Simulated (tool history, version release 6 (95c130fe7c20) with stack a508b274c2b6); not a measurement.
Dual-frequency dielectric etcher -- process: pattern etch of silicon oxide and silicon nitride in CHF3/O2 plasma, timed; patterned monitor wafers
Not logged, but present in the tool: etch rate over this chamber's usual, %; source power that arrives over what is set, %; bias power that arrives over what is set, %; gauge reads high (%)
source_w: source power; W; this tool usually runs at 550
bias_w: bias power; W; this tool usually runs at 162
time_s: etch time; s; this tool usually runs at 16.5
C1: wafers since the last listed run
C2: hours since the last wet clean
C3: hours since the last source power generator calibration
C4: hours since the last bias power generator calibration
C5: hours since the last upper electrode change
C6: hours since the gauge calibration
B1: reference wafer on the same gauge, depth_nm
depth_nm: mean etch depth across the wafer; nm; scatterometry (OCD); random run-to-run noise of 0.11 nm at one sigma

{"run": 1, "day": 0.0, "source_w": 550, "bias_w": 162, "time_s": 16.5, "C1": 0, "C2": 65.1, "C3": 3517.7, "C4": 3610.0, "C5": 3673.0, "C6": 625.0, "B1": 21.6, "depth_nm": 22.7}
{"run": 2, "day": 1.325, "source_w": 550, "bias_w": 162, "time_s": 16.5, "C1": 657, "C2": 96.9, "C3": 3549.5, "C4": 3641.8, "C5": 3704.8, "C6": 656.8, "B1": 21.58, "depth_nm": 22.84}
{"run": 3, "day": 3.304, "source_w": 550, "bias_w": 162, "time_s": 16.5, "C1": 982, "C2": 144.4, "C3": 3597.0, "C4": 3689.3, "C5": 3752.3, "C6": 704.3, "B1": 21.61, "depth_nm": 22.54}
{"run": 4, "day": 6.088, "source_w": 550, "bias_w": 162, "time_s": 16.5, "C1": 1382, "C2": 211.2, "C3": 3663.8, "C4": 3756.1, "C5": 3819.1, "C6": 771.1, "B1": 21.63, "depth_nm": 22.27}
{"run": 5, "day": 8.333, "source_w": 610, "bias_w": 162, "time_s": 16.5, "C1": 1115, "C2": 265.1, "C3": 3717.7, "C4": 3810.0, "C5": 3873.0, "C6": 825.0, "B1": 21.61, "depth_nm": 22.8}
{"day": 13.025, "done": "wet clean of the chamber"}
{"run": 6, "day": 13.046, "source_w": 550, "bias_w": 162, "time_s": 16.5, "C1": 1843, "C2": 0.5, "C3": 3830.8, "C4": 3923.1, "C5": 3986.1, "C6": 938.1, "B1": 21.62, "depth_nm": 22.99}
{"run": 7, "day": 14.071, "source_w": 550, "bias_w": 162, "time_s": 16.5, "C1": 509, "C2": 25.1, "C3": 3855.4, "C4": 3947.7, "C5": 4010.7, "C6": 962.7, "B1": 21.6, "depth_nm": 22.86}
{"day": 16.083, "done": "bias power generator calibrated"}
{"run": 8, "day": 16.496, "source_w": 550, "bias_w": 162, "time_s": 16.5, "C1": 1121, "C2": 83.3, "C3": 3913.6, "C4": 9.9, "C5": 4068.9, "C6": 1020.9, "B1": 21.61, "depth_nm": 22.91}
{"run": 9, "day": 17.533, "source_w": 550, "bias_w": 149, "time_s": 16.5, "C1": 515, "C2": 108.2, "C3": 3938.5, "C4": 34.8, "C5": 4093.8, "C6": 1045.8, "B1": 21.58, "depth_nm": 21.85}
{"run": 10, "day": 19.271, "source_w": 550, "bias_w": 149, "time_s": 16.5, "C1": 862, "C2": 149.9, "C3": 3980.2, "C4": 76.5, "C5": 4135.5, "C6": 1087.5, "B1": 21.62, "depth_nm": 21.76}
{"run": 11, "day": 21.004, "source_w": 550, "bias_w": 149, "time_s": 16.5, "C1": 860, "C2": 191.5, "C3": 4021.8, "C4": 118.1, "C5": 4177.1, "C6": 1129.1, "B1": 21.57, "depth_nm": 21.28}
{"run": 12, "day": 22.121, "source_w": 550, "bias_w": 162, "time_s": 16.5, "C1": 554, "C2": 218.3, "C3": 4048.6, "C4": 144.9, "C5": 4203.9, "C6": 1155.9, "B1": 21.56, "depth_nm": 22.23}
{"day": 23.308, "done": "source power generator calibrated"}
{"day": 24.838, "done": "upper electrode replaced, of another model than before"}
{"run": 13, "day": 24.858, "source_w": 490, "bias_w": 162, "time_s": 16.5, "C1": 780, "C2": 284.0, "C3": 37.2, "C4": 210.6, "C5": 0.5, "C6": 1221.6, "B1": 21.58, "depth_nm": 21.54}
{"run": 14, "day": 25.642, "source_w": 550, "bias_w": 162, "time_s": 16.5, "C1": 388, "C2": 302.8, "C3": 56.0, "C4": 229.4, "C5": 19.3, "C6": 1240.4, "B1": 21.59, "depth_nm": 22.08}
{"day": 27.112, "done": "wet clean of the chamber"}
{"run": 15, "day": 28.508, "source_w": 550, "bias_w": 162, "time_s": 16.5, "C1": 926, "C2": 33.5, "C3": 124.8, "C4": 298.2, "C5": 88.1, "C6": 1309.2, "B1": 21.6, "depth_nm": 23.03}
{"day": 28.967, "done": "gauge calibrated"}
{"run": 16, "day": 30.396, "source_w": 550, "bias_w": 174, "time_s": 13.0, "C1": 937, "C2": 78.8, "C3": 170.1, "C4": 343.5, "C5": 133.4, "C6": 34.3, "B1": 21.61, "depth_nm": 18.69}
{"run": 17, "day": 31.479, "source_w": 640, "bias_w": 148, "time_s": 15.0, "C1": 537, "C2": 104.8, "C3": 196.1, "C4": 369.5, "C5": 159.4, "C6": 60.3, "B1": 21.6, "depth_nm": 20.0}
{"run": 18, "day": 33.042, "source_w": 460, "bias_w": 145, "time_s": 19.5, "C1": 775, "C2": 142.3, "C3": 233.6, "C4": 407.0, "C5": 196.9, "C6": 97.8, "B1": 21.6, "depth_nm": 24.28}
{"run": 19, "day": 35.733, "source_w": 550, "bias_w": 162, "time_s": 16.5, "C1": 1336, "C2": 206.9, "C3": 298.2, "C4": 471.6, "C5": 261.5, "C6": 162.4, "B1": 21.6, "depth_nm": 22.56}
{"run": 20, "day": 38.158, "source_w": 410, "bias_w": 162, "time_s": 18.5, "C1": 1204, "C2": 265.1, "C3": 356.4, "C4": 529.8, "C5": 319.7, "C6": 220.6, "B1": 21.58, "depth_nm": 23.99}
{"day": 40.788, "done": "wet clean of the chamber"}
{"run": 21, "day": 40.808, "source_w": 550, "bias_w": 162, "time_s": 16.5, "C1": 819, "C2": 0.5, "C3": 420.0, "C4": 593.4, "C5": 383.3, "C6": 284.2, "B1": 21.63, "depth_nm": 23.09}
{"run": 22, "day": 42.038, "source_w": 430, "bias_w": 137, "time_s": 12.0, "C1": 610, "C2": 30.0, "C3": 449.5, "C4": 622.9, "C5": 412.8, "C6": 313.7, "B1": 21.58, "depth_nm": 14.54}
{"run": 23, "day": 43.85, "source_w": 550, "bias_w": 144, "time_s": 16.5, "C1": 900, "C2": 73.5, "C3": 493.0, "C4": 666.4, "C5": 456.3, "C6": 357.2, "B1": 21.6, "depth_nm": 21.22}
{"run": 24, "day": 46.746, "source_w": 550, "bias_w": 162, "time_s": 16.5, "C1": 1438, "C2": 143.0, "C3": 562.5, "C4": 735.9, "C5": 525.8, "C6": 426.7, "B1": 21.59, "depth_nm": 22.65}
{"run": 25, "day": 49.558, "source_w": 550, "bias_w": 149, "time_s": 16.5, "C1": 1396, "C2": 210.5, "C3": 630.0, "C4": 803.4, "C5": 593.3, "C6": 494.2, "B1": 21.63, "depth_nm": 21.22}
{"run": 26, "day": 52.221, "source_w": 630, "bias_w": 144, "time_s": 16.5, "C1": 1322, "C2": 274.4, "C3": 693.9, "C4": 867.3, "C5": 657.2, "C6": 558.1, "B1": 21.59, "depth_nm": 21.01}
{"run": 27, "day": 54.696, "source_w": 550, "bias_w": 129, "time_s": 19.5, "C1": 1229, "C2": 333.8, "C3": 753.3, "C4": 926.7, "C5": 716.6, "C6": 617.5, "B1": 21.59, "depth_nm": 22.19}
{"day": 56.904, "done": "wet clean of the chamber"}
{"run": 28, "day": 57.542, "source_w": 500, "bias_w": 133, "time_s": 15.0, "C1": 916, "C2": 15.3, "C3": 821.6, "C4": 995.0, "C5": 784.9, "C6": 685.8, "B1": 21.61, "depth_nm": 18.24}

How the hidden state differs across the entries between the runs, from the last listed run before each to the first after it:
Runs 5 to 6: wet clean of the chamber (day 13.025)
  etch rate over this chamber's usual, %: -4.48 -> -1.05
  difference, measured minus the result without the unlogged condition, depth_nm: -1.07 -> -0.24 nm
Runs 7 to 8: bias power generator calibrated (day 16.083)
  etch rate over this chamber's usual, %: -1.41 -> -2.28
  difference, measured minus the result without the unlogged condition, depth_nm: -0.32 -> -0.54 nm
Runs 12 to 13: source power generator calibrated (day 23.308); upper electrode replaced, of another model than before (day 24.838)
  etch rate over this chamber's usual, %: -4.29 -> -5.26
  difference, measured minus the result without the unlogged condition, depth_nm: -1.00 -> -1.19 nm
Runs 14 to 15: wet clean of the chamber (day 27.112)
  etch rate over this chamber's usual, %: -5.54 -> -0.941
  difference, measured minus the result without the unlogged condition, depth_nm: -1.29 -> -0.22 nm
Runs 15 to 16: gauge calibrated (day 28.967)
  etch rate over this chamber's usual, %: -0.941 -> -1.61
  difference, measured minus the result without the unlogged condition, depth_nm: -0.22 -> -0.31 nm
Runs 20 to 21: wet clean of the chamber (day 40.788)
  etch rate over this chamber's usual, %: -4.39 -> -0.692
  difference, measured minus the result without the unlogged condition, depth_nm: -1.10 -> -0.16 nm
Runs 27 to 28: wet clean of the chamber (day 56.904)
  etch rate over this chamber's usual, %: -5.65 -> -0.711
  difference, measured minus the result without the unlogged condition, depth_nm: -1.33 -> -0.14 nm
